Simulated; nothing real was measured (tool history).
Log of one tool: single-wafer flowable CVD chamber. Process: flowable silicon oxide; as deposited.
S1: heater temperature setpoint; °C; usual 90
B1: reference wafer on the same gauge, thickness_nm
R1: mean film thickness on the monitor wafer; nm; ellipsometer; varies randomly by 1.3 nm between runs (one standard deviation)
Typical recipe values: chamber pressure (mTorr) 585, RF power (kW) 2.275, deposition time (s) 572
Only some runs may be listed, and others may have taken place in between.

run 1 hour=0 | S1=101 chamber_pressure_(mTorr)=585 RF_power_(kW)=2.275 deposition_time_(s)=572 | B1=384.291 | R1=227.146
run 2 hour=34.4 | S1=101 chamber_pressure_(mTorr)=585 RF_power_(kW)=2.275 deposition_time_(s)=572 | B1=385.526 | R1=227.437
run 3 hour=68.8 | S1=90 chamber_pressure_(mTorr)=585 RF_power_(kW)=2.275 deposition_time_(s)=572 | B1=384.672 | R1=315.384
run 4 hour=81 | S1=90 chamber_pressure_(mTorr)=585 RF_power_(kW)=2.275 deposition_time_(s)=572 | B1=385.404 | R1=313.166
run 5 hour=106.5 | S1=90 chamber_pressure_(mTorr)=585 RF_power_(kW)=2.275 deposition_time_(s)=572 | B1=385.712 | R1=311.253
run 6 hour=124.1 | S1=102 chamber_pressure_(mTorr)=528 RF_power_(kW)=2.63 deposition_time_(s)=572 | B1=384.891 | R1=204.644
run 7 hour=145.2 | S1=102 chamber_pressure_(mTorr)=585 RF_power_(kW)=2.045 deposition_time_(s)=572 | B1=385.776 | R1=216.419
run 8 hour=176.4 | S1=78 chamber_pressure_(mTorr)=585 RF_power_(kW)=1.92 deposition_time_(s)=538 | B1=385.002 | R1=391.763
run 9 hour=200.4 | S1=101 chamber_pressure_(mTorr)=585 RF_power_(kW)=2.275 deposition_time_(s)=572 | B1=385.493 | R1=227.665
run 10 hour=228 | S1=94 chamber_pressure_(mTorr)=585 RF_power_(kW)=1.975 deposition_time_(s)=536 | B1=385.047 | R1=256.057
run 11 hour=334.6 | S1=102 chamber_pressure_(mTorr)=585 RF_power_(kW)=2.275 deposition_time_(s)=572 | B1=384.253 | R1=220.258
run 12 hour=357.2 | S1=85 chamber_pressure_(mTorr)=585 RF_power_(kW)=2.275 deposition_time_(s)=572 | B1=384.541 | R1=359.141
-- hour=375.1 gauge calibrated
run 13 hour=381.4 | S1=90 chamber_pressure_(mTorr)=585 RF_power_(kW)=2.275 deposition_time_(s)=572 | B1=384.962 | R1=315.472
-- hour=420.6 thermocouple changed; heater temperature recalibrated
run 14 hour=421.1 | S1=84 chamber_pressure_(mTorr)=691 RF_power_(kW)=1.975 deposition_time_(s)=658 | B1=385.209 | R1=497.246
run 15 hour=492 | S1=90 chamber_pressure_(mTorr)=585 RF_power_(kW)=2.275 deposition_time_(s)=572 | B1=385.77 | R1=321.465
run 16 hour=512.6 | S1=90 chamber_pressure_(mTorr)=585 RF_power_(kW)=2.275 deposition_time_(s)=572 | B1=385.718 | R1=320.873
run 17 hour=530.4 | S1=95 chamber_pressure_(mTorr)=585 RF_power_(kW)=2.275 deposition_time_(s)=572 | B1=384.989 | R1=277.786
run 18 hour=552.9 | S1=86 chamber_pressure_(mTorr)=713 RF_power_(kW)=2.68 deposition_time_(s)=511 | B1=384.916 | R1=395.342
run 19 hour=567.9 | S1=90 chamber_pressure_(mTorr)=639 RF_power_(kW)=1.96 deposition_time_(s)=636 | B1=384.922 | R1=377.953
run 20 hour=591.5 | S1=90 chamber_pressure_(mTorr)=585 RF_power_(kW)=2.275 deposition_time_(s)=572 | B1=384.841 | R1=319.064
run 21 hour=609.3 | S1=90 chamber_pressure_(mTorr)=546 RF_power_(kW)=2.275 deposition_time_(s)=649 | B1=384.986 | R1=342.037
run 22 hour=629.6 | S1=81 chamber_pressure_(mTorr)=540 RF_power_(kW)=2.565 deposition_time_(s)=672 | B1=385.196 | R1=446.41
run 23 hour=647.1 | S1=90 chamber_pressure_(mTorr)=585 RF_power_(kW)=2.275 deposition_time_(s)=572 | B1=385.563 | R1=317.436
run 24 hour=665.5 | S1=90 chamber_pressure_(mTorr)=585 RF_power_(kW)=2.275 deposition_time_(s)=630 | B1=385.05 | R1=352.486
run 25 hour=688.8 | S1=97 chamber_pressure_(mTorr)=687 RF_power_(kW)=1.955 deposition_time_(s)=617 | B1=385.02 | R1=316.868
run 26 hour=719.8 | S1=90 chamber_pressure_(mTorr)=585 RF_power_(kW)=2.275 deposition_time_(s)=572 | B1=384.726 | R1=318.517
run 27 hour=743.6 | S1=90 chamber_pressure_(mTorr)=686 RF_power_(kW)=2.47 deposition_time_(s)=572 | B1=385.328 | R1=379.771
run 28 hour=762.3 | S1=103 chamber_pressure_(mTorr)=585 RF_power_(kW)=2.275 deposition_time_(s)=572 | B1=384.636 | R1=216.498

Consider 5 possible next runs. They are alternatives, not a sequence: every one starts from the tool as it was left by run 28. What does each give?
run A hour=762.9 | S1=83 chamber_pressure_(mTorr)=585 RF_power_(kW)=2.275 deposition_time_(s)=572 | B1=? | R1=?
run B hour=762.9 | S1=90 chamber_pressure_(mTorr)=644 RF_power_(kW)=2.275 deposition_time_(s)=541 | B1=? | R1=?
run C hour=762.9 | S1=98 chamber_pressure_(mTorr)=636 RF_power_(kW)=2.275 deposition_time_(s)=572 | B1=? | R1=?
run D hour=762.9 | S1=90 chamber_pressure_(mTorr)=585 RF_power_(kW)=2.275 deposition_time_(s)=665 | B1=? | R1=?
run E hour=762.9 | S1=104 chamber_pressure_(mTorr)=534 RF_power_(kW)=2.275 deposition_time_(s)=572 | B1=? | R1=?

run=A B1=384.003 R1=381.18
run=B B1=384.003 R1=329.751
run=C B1=384.003 R1=272.458
run=D B1=384.003 R1=368.048
run=E B1=384.003 R1=191.975
Had the tool no hidden state, the same runs would have come out as:
run=A R1=390.96
run=B R1=339.337
run=C R1=280.077
run=D R1=378.748
run=E R1=197.51
